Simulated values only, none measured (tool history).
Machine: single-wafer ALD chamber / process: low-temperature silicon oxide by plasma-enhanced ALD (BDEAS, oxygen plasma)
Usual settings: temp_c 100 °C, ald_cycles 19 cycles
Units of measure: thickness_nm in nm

run   hour  temp_c  ald_cycles  read-back reference wafer on the same gauge, thickness_nm  thickness_nm
  1    0.0     100          19                                                      2.366         2.488
  2   34.0     100          19                                                      2.369         2.479
  3   84.6     100          19                                                      2.372         2.500
  4   99.6     100          19                                                      2.370         2.494
  5  107.3     100          19                                                      2.371         2.475
     135.2  -- gauge calibrated
  6  141.0      95          21                                                      2.370         2.789
  7  149.1     100          20                                                      2.368         2.618
  8  161.8     100          20                                                      2.368         2.610
  9  174.9     100          20                                                      2.371         2.612
 10  191.0     103          21                                                      2.369         2.742
 11  197.6     100          21                                                      2.372         2.746
 12  214.2     100          21                                                      2.371         2.748
 13  230.6     114          17                                                      2.368         2.176
 14  241.3     105          19                                                      2.373         2.474
     261.5  -- thermocouple changed; heater temperature recalibrated
 15  262.0     100          19                                                      2.371         2.497
 16  269.9     113          16                                                      2.370         2.049
 17  281.2      86          16                                                      2.368         2.187
 18  290.3     112          16                                                      2.367         2.045
 19  303.9     100          19                                                      2.367         2.475
 20  315.7      92          20                                                      2.370         2.686
 21  324.2     100          21                                                      2.370         2.751
     325.3  -- gauge calibrated
 22  335.9      93          18                                                      2.369         2.404
 23  348.9     100          19                                                      2.370         2.480
 24  358.8     100          19                                                      2.369         2.479

Below are 5 alternative next runs, each starting from the tool's condition after run 24. Predict each:
  A  359.2     100          22                                                          ?             ?
  B  359.2     106          21                                                          ?             ?
  C  359.2      95          22                                                          ?             ?
  D  359.2      86          19                                                          ?             ?
  E  359.2     106          16                                                          ?             ?

run  read-back reference wafer on the same gauge, thickness_nm  thickness_nm
  A                                                      2.370         2.880
  B                                                      2.370         2.723
  C                                                      2.370         2.926
  D                                                      2.370         2.598
  E                                                      2.370         2.075
With no hidden state in the tool, these same runs would have given:
run  thickness_nm
  A         2.880
  B         2.723
  C         2.926
  D         2.598
  E         2.075
